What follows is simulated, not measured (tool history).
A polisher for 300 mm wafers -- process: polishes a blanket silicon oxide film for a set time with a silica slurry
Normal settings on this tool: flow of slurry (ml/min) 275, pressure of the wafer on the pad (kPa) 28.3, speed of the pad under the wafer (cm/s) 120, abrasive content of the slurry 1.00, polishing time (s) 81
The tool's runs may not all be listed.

run,hour,flow of slurry (ml/min),pressure of the wafer on the pad (kPa),speed of the pad under the wafer (cm/s),abrasive content of the slurry,polishing time (s),"incoming thickness of the incoming film, nm",film removed (angstrom)
1,0.0,275,28.3,120,1.00,81,1259.1,2266
2,15.5,275,28.3,120,1.00,81,1283.1,2231
# hour 48.0: slurry nozzle cleaned
# hour 70.5: head pressure recalibrated
# hour 83.1: worn pad replaced by a new one
3,98.7,275,28.3,120,0.85,81,1274.0,2102
# hour 107.4: slurry blender recalibrated
4,121.4,275,28.3,120,1.00,81,1279.6,2294
5,150.9,275,28.3,120,1.00,54,1252.7,1487
6,180.4,275,28.3,120,1.00,81,1291.1,2251
7,268.9,275,28.3,120,1.00,81,1277.2,2251
# hour 295.1: worn pad replaced by a new one
8,297.5,275,28.3,120,1.00,81,1285.7,2286
# hour 316.8: conditioning disc replaced and pad reconditioned
9,317.3,275,28.3,120,1.00,81,1262.6,2273
10,345.7,180,21.4,82,1.00,97,1265.4,1497
# hour 348.1: slurry blender recalibrated
# hour 360.9: slurry nozzle cleaned
11,368.5,190,36.5,90,1.00,69,1257.9,1892
12,402.3,190,28.3,120,1.00,81,1270.5,2229
13,438.0,275,20.7,120,1.00,103,1281.9,2137
14,451.8,275,28.3,120,1.00,81,1285.5,2227
15,481.7,275,28.3,120,1.00,81,1295.3,2252
16,512.6,275,28.3,152,1.00,81,1268.8,2754
17,525.4,275,21.4,138,0.90,81,1271.3,1854
18,546.5,300,28.3,120,1.30,81,1271.8,2524
# hour 555.3: worn pad replaced by a new one
19,560.8,275,24.8,120,1.00,81,1273.0,2025
20,591.3,275,28.3,120,1.20,81,1251.4,2483
21,615.9,275,28.3,120,1.00,81,1272.5,2245
# hour 626.9: slurry blender recalibrated
22,644.0,220,20.7,152,1.00,81,1261.6,1991
# hour 665.3: slurry nozzle cleaned
23,674.4,275,22.1,120,1.00,81,1275.5,1741
24,709.5,325,28.3,120,1.00,101,1275.1,2867
25,738.1,275,28.3,120,1.00,81,1265.1,2242
26,757.9,200,28.3,120,1.00,58,1274.7,1591

Hidden state, per run?
removal rate lost through wear of the pad, %: 0 at every run
slurry flow missing at the pad, %: 0 at every run
deviation of the head's pressure from its setpoint, %: 0 at every run
abrasive missing from the slurry, %: 0 at every run
time polished since the conditioner stopped cutting, s: 0 at every run
